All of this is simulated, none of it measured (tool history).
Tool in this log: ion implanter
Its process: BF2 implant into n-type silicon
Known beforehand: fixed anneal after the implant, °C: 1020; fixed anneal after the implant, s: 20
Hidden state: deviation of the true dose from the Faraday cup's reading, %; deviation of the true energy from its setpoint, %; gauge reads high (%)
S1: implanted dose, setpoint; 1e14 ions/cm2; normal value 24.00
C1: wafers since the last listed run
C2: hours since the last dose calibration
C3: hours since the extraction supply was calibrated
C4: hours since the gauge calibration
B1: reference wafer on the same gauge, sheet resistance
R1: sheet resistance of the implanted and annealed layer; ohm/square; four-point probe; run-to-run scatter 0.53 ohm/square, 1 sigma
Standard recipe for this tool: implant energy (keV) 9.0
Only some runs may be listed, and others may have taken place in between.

Run 1, hour 0.0: usual settings; C1 0; C2 92.6; C3 2346.0; C4 474.2; B1 191.02. Result: R1 183.38 ohm/square.
Run 2, hour 44.5: usual settings; C1 441; C2 137.1; C3 2390.5; C4 518.7; B1 191.02. Result: R1 183.05 ohm/square.
Run 3, hour 106.3: usual settings; C1 613; C2 198.9; C3 2452.3; C4 580.5; B1 190.92. Result: R1 182.55 ohm/square.
Run 4, hour 310.0: usual settings but S1 28.59 1e14 ions/cm2; C1 2022; C2 402.6; C3 2656.0; C4 784.2; B1 191.17. Result: R1 182.69 ohm/square.
At hour 368.3: extraction supply calibrated.
Run 5, hour 373.6: usual settings but S1 28.59 1e14 ions/cm2; C1 552; C2 466.2; C3 5.3; C4 847.8; B1 190.84. Result: R1 183.18 ohm/square.
At hour 429.5: Faraday cup replaced and dose calibrated.
Run 6, hour 443.3: usual settings; C1 612; C2 13.8; C3 75.0; C4 917.5; B1 190.86. Result: R1 182.67 ohm/square.
Run 7, hour 479.1: usual settings but S1 26.11 1e14 ions/cm2, implant energy (keV) 6.5; C1 355; C2 49.6; C3 110.8; C4 953.3; B1 190.89. Result: R1 197.91 ohm/square.
Run 8, hour 527.8: usual settings; C1 483; C2 98.3; C3 159.5; C4 1002.0; B1 191.15. Result: R1 182.42 ohm/square.
Run 9, hour 565.0: usual settings; C1 369; C2 135.5; C3 196.7; C4 1039.2; B1 191.12. Result: R1 183.16 ohm/square.
Run 10, hour 605.0: usual settings; C1 397; C2 175.5; C3 236.7; C4 1079.2; B1 190.97. Result: R1 183.04 ohm/square.
Run 11, hour 630.1: usual settings but S1 18.71 1e14 ions/cm2, implant energy (keV) 12.0; C1 249; C2 200.6; C3 261.8; C4 1104.3; B1 190.93. Result: R1 169.80 ohm/square.
Run 12, hour 685.1: usual settings; C1 546; C2 255.6; C3 316.8; C4 1159.3; B1 191.20. Result: R1 181.91 ohm/square.
At hour 702.6: gauge calibrated.
Run 13, hour 750.9: usual settings but S1 30.85 1e14 ions/cm2; C1 653; C2 321.4; C3 382.6; C4 48.3; B1 191.07. Result: R1 182.41 ohm/square.
Run 14, hour 815.9: usual settings but S1 19.91 1e14 ions/cm2, implant energy (keV) 10.5; C1 645; C2 386.4; C3 447.6; C4 113.3; B1 191.28. Result: R1 175.27 ohm/square.
Run 15, hour 882.4: usual settings but S1 26.31 1e14 ions/cm2, implant energy (keV) 7.0; C1 660; C2 452.9; C3 514.1; C4 179.8; B1 190.84. Result: R1 196.16 ohm/square.
Run 16, hour 920.2: usual settings but S1 17.01 1e14 ions/cm2, implant energy (keV) 10.0; C1 375; C2 490.7; C3 551.9; C4 217.6; B1 190.78. Result: R1 179.92 ohm/square.
Run 17, hour 963.4: usual settings but implant energy (keV) 7.5; C1 428; C2 533.9; C3 595.1; C4 260.8; B1 191.08. Result: R1 190.75 ohm/square.
Run 18, hour 1005.5: usual settings; C1 417; C2 576.0; C3 637.2; C4 302.9; B1 190.92. Result: R1 183.02 ohm/square.
Run 19, hour 1061.4: usual settings but S1 30.62 1e14 ions/cm2, implant energy (keV) 11.5; C1 554; C2 631.9; C3 693.1; C4 358.8; B1 191.00. Result: R1 169.70 ohm/square.
Run 20, hour 1101.5: usual settings; C1 398; C2 672.0; C3 733.2; C4 398.9; B1 191.07. Result: R1 182.42 ohm/square.
At hour 1124.0: Faraday cup replaced and dose calibrated.
Run 21, hour 1141.4: usual settings but S1 28.08 1e14 ions/cm2; C1 316; C2 17.4; C3 773.1; C4 438.8; B1 190.92. Result: R1 183.01 ohm/square.

Forecast each of these 3 alternatives for the next run:
Run A, hour 1141.8: usual settings; C1 3; C2 17.8; C3 773.5; C4 439.2; B1 ?. Result: R1 ?.
Run B, hour 1141.8: usual settings but S1 29.61 1e14 ions/cm2, implant energy (keV) 8.0; C1 3; C2 17.8; C3 773.5; C4 439.2; B1 ?. Result: R1 ?.
Run C, hour 1141.8: usual settings but S1 26.50 1e14 ions/cm2, implant energy (keV) 12.0; C1 3; C2 17.8; C3 773.5; C4 439.2; B1 ?. Result: R1 ?.

run      B1      R1
  A  190.88  183.19
  B  190.88  189.24
  C  190.88  168.10
Stripped of hidden state, with their random variation kept, the same runs would have yielded:
run      R1
  A  183.19
  B  189.24
  C  168.10

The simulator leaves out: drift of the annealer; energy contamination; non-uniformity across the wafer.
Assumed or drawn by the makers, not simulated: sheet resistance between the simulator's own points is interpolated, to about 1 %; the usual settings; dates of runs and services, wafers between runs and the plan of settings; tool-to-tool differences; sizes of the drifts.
